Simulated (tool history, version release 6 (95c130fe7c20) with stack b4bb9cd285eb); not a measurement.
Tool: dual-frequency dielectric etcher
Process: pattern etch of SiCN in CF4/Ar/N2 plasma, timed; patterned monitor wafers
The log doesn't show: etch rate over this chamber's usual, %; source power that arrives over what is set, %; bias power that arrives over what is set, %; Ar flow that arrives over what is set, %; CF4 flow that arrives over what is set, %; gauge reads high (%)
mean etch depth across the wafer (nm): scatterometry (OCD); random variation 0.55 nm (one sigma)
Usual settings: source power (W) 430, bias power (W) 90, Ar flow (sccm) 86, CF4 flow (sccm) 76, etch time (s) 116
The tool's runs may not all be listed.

run   hour  source power (W)  bias power (W)  Ar flow (sccm)  CF4 flow (sccm)  etch time (s)  wafers since the last listed run  hours since the last wet clean  hours since the last source power generator calibration  hours since the last bias power generator calibration  hours since the last Ar flow controller change  hours since the last CF4 flow controller change  hours since the last upper electrode change  hours since the gauge calibration  read-back reference wafer on the same gauge, depth_nm  mean etch depth across the wafer (nm)
  1      0               430              90              86               76            116                                 0                           358.3                                                   4195.2                                                 3130.2                                          5648.8                                           4056.6                                       4862.4                                448                                                  103.3                                  113.2
         3  -- gauge calibrated
  2   14.1               430              90              86               76            116                               155                           372.4                                                   4209.3                                                 3144.3                                          5662.9                                           4070.7                                       4876.5                               11.1                                                  105.1                                  114.9
  3   40.8               430              90              86               76            116                               294                           399.1                                                     4236                                                   3171                                          5689.6                                           4097.4                                       4903.2                               37.8                                                    105                                    114
  4   72.7               430              90              86               76            116                               352                             431                                                   4267.9                                                 3202.9                                          5721.5                                           4129.3                                       4935.1                               69.7                                                  104.7                                  115.3
  5   95.4               430              90              86               76            116                               250                           453.7                                                   4290.6                                                 3225.6                                          5744.2                                             4152                                       4957.8                               92.4                                                  104.5                                  114.3
  6  118.6               430              90              86               76            116                               256                           476.9                                                   4313.8                                                 3248.8                                          5767.4                                           4175.2                                         4981                              115.6                                                  104.8                                  114.4
  7  191.1               430              90              86               76            116                               800                           549.4                                                   4386.3                                                 3321.3                                          5839.9                                           4247.7                                       5053.5                              188.1                                                  104.5                                  114.6
  8  219.9               430              90              86               76            116                               317                           578.2                                                   4415.1                                                 3350.1                                          5868.7                                           4276.5                                       5082.3                              216.9                                                  104.2                                  114.6
  9  233.3               430              90              86               76            116                               147                           591.6                                                   4428.5                                                 3363.5                                          5882.1                                           4289.9                                       5095.7                              230.3                                                  104.1                                  114.2
     258.4  -- wet clean of the chamber
 10  258.9               430              90              81               76            116                                17                             0.5                                                   4454.1                                                 3389.1                                          5907.7                                           4315.5                                       5121.3                              255.9                                                  103.8                                  115.6
     278.2  -- CF4 flow controller replaced
     283.3  -- source power generator calibrated
     290.2  -- upper electrode replaced
 11  290.7               430              90              86               76            116                               164                            32.3                                                      7.4                                                 3420.9                                          5939.5                                             12.5                                          0.5                              287.7                                                  103.9                                  113.9
     294.8  -- bias power generator calibrated
 12  311.3               430              90              86               76           95.5                               183                            52.9                                                       28                                                   16.5                                          5960.1                                             33.1                                         21.1                              308.3                                                  103.8                                   93.7
 13  337.4               500              90              86               76            116                               288                              79                                                     54.1                                                   42.6                                          5986.2                                             59.2                                         47.2                              334.4                                                  103.6                                  132.8
 14  362.5               470              90              86               76            116                               277                           104.1                                                     79.2                                                   67.7                                          6011.3                                             84.3                                         72.3                              359.5                                                  103.8                                    124
     383.6  -- Ar flow controller replaced
 15  384.1               540              90              76               76          140.5                               172                           125.7                                                    100.8                                                   89.3                                             0.5                                            105.9                                         93.9                              381.1                                                  103.5                                  178.7
     387.8  -- gauge calibrated
 16  397.3               370              90              97               76            116                               145                           138.9                                                      114                                                  102.5                                            13.7                                            119.1                                        107.1                                9.5                                                  105.1                                     95
 17  412.2               350              84              86               60           96.5                               164                           153.8                                                    128.9                                                  117.4                                            28.6                                              134                                          122                               24.4                                                  105.2                                   71.4
 18  429.4               520              90              86               76             87                               189                             171                                                    146.1                                                  134.6                                            45.8                                            151.2                                        139.2                               41.6                                                  105.1                                  104.9
 19  463.2               430              82              73               76            116                               373                           204.8                                                    179.9                                                  168.4                                            79.6                                              185                                          173                               75.4                                                  104.8                                  116.7
 20  492.8               430              90              86               76            116                               326                           234.4                                                    209.5                                                    198                                           109.2                                            214.6                                        202.6                                105                                                  104.7                                  114.5

Forecast each of these 5 alternatives for the next run:
  A  493.2               430              90              86               76            116                                 4                           234.8                                                    209.9                                                  198.4                                           109.6                                              215                                          203                              105.4                                                      ?                                      ?
  B  493.2               430              72              97               61           87.5                                 4                           234.8                                                    209.9                                                  198.4                                           109.6                                              215                                          203                              105.4                                                      ?                                      ?
  C  493.2               430              69             106               64            126                                 4                           234.8                                                    209.9                                                  198.4                                           109.6                                              215                                          203                              105.4                                                      ?                                      ?
  D  493.2               430              90             106               76            116                                 4                           234.8                                                    209.9                                                  198.4                                           109.6                                              215                                          203                              105.4                                                      ?                                      ?
  E  493.2               330             109              86               76            116                                 4                           234.8                                                    209.9                                                  198.4                                           109.6                                              215                                          203                              105.4                                                      ?                                      ?

run  read-back reference wafer on the same gauge, depth_nm  mean etch depth across the wafer (nm)
  A                                                  104.6                                  114.9
  B                                                  104.6                                   75.7
  C                                                  104.6                                  106.8
  D                                                  104.6                                  110.1
  E                                                  104.6                                   91.1
Without the tool's hidden state the same runs would have given:
run  mean etch depth across the wafer (nm)
  A                                  115.2
  B                                   75.9
  C                                  107.1
  D                                  110.4
  E                                   91.4
